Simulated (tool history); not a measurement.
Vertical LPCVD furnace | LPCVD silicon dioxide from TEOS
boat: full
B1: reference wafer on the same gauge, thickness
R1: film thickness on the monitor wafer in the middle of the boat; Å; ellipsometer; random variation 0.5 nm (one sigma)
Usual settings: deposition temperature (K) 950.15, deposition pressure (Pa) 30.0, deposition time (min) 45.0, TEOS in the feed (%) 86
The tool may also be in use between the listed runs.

Run 1, hour 0.0: usual settings; B1 210.18. Result: R1 1953.1 Å.
Run 2, hour 101.7: usual settings; B1 209.76. Result: R1 1949.3 Å.
Run 3, hour 156.9: usual settings; B1 210.39. Result: R1 1949.4 Å.
Run 4, hour 264.6: usual settings; B1 209.80. Result: R1 1957.8 Å.
Run 5, hour 330.4: usual settings; B1 210.30. Result: R1 1949.2 Å.
Run 6, hour 436.6: usual settings but deposition pressure (Pa) 28.0; B1 209.94. Result: R1 1877.3 Å.
Run 7, hour 519.3: usual settings; B1 210.07. Result: R1 1956.1 Å.
Run 8, hour 591.0: usual settings; B1 210.15. Result: R1 1949.6 Å.
Run 9, hour 686.5: usual settings; B1 209.79. Result: R1 1962.8 Å.
At hour 713.5: thermocouples replaced and temperature profile calibrated.
Run 10, hour 778.3: usual settings; B1 209.92. Result: R1 1927.3 Å.
Run 11, hour 869.8: usual settings; B1 210.22. Result: R1 1937.5 Å.
At hour 897.1: gauge calibrated.
At hour 913.9: TEOS flow controller replaced.
Run 12, hour 1024.6: usual settings; B1 209.92. Result: R1 1939.3 Å.
Run 13, hour 1074.7: usual settings; B1 209.87. Result: R1 1939.0 Å.
Run 14, hour 1141.7: usual settings; B1 210.14. Result: R1 1938.6 Å.
Run 15, hour 1178.9: usual settings; B1 209.94. Result: R1 1946.1 Å.
Run 16, hour 1220.8: usual settings but deposition pressure (Pa) 32.7, deposition time (min) 50.5, TEOS in the feed (%) 71; B1 209.84. Result: R1 2071.9 Å.
Run 17, hour 1275.1: usual settings but deposition temperature (K) 945.15, deposition time (min) 35.5; B1 210.12. Result: R1 1352.0 Å.
Run 18, hour 1374.4: usual settings but deposition temperature (K) 944.15, deposition pressure (Pa) 26.7, deposition time (min) 53.5, TEOS in the feed (%) 71; B1 210.11. Result: R1 1710.2 Å.
At hour 1431.8: pressure gauge zeroed.
Run 19, hour 1432.3: usual settings but deposition temperature (K) 940.15, deposition pressure (Pa) 34.0, deposition time (min) 62.0, TEOS in the feed (%) 70; B1 210.16. Result: R1 2018.8 Å.
Run 20, hour 1478.4: usual settings but deposition temperature (K) 956.15, deposition pressure (Pa) 28.0, TEOS in the feed (%) 95; B1 209.99. Result: R1 2288.0 Å.
Run 21, hour 1567.2: usual settings but TEOS in the feed (%) 95; B1 210.18. Result: R1 2060.3 Å.
Run 22, hour 1660.1: usual settings but deposition temperature (K) 942.15, deposition pressure (Pa) 36.0, deposition time (min) 35.0, TEOS in the feed (%) 79; B1 209.79. Result: R1 1308.4 Å.

The next listed run, before its measurement:
Run 23, hour 1725.4: usual settings but deposition pressure (Pa) 27.3, TEOS in the feed (%) 80; B1 ?. Result: R1 ?.

B1: 210.12
R1: 1794.7 Å
Without the tool's hidden state the same run would have given R1 1770.0 Å.

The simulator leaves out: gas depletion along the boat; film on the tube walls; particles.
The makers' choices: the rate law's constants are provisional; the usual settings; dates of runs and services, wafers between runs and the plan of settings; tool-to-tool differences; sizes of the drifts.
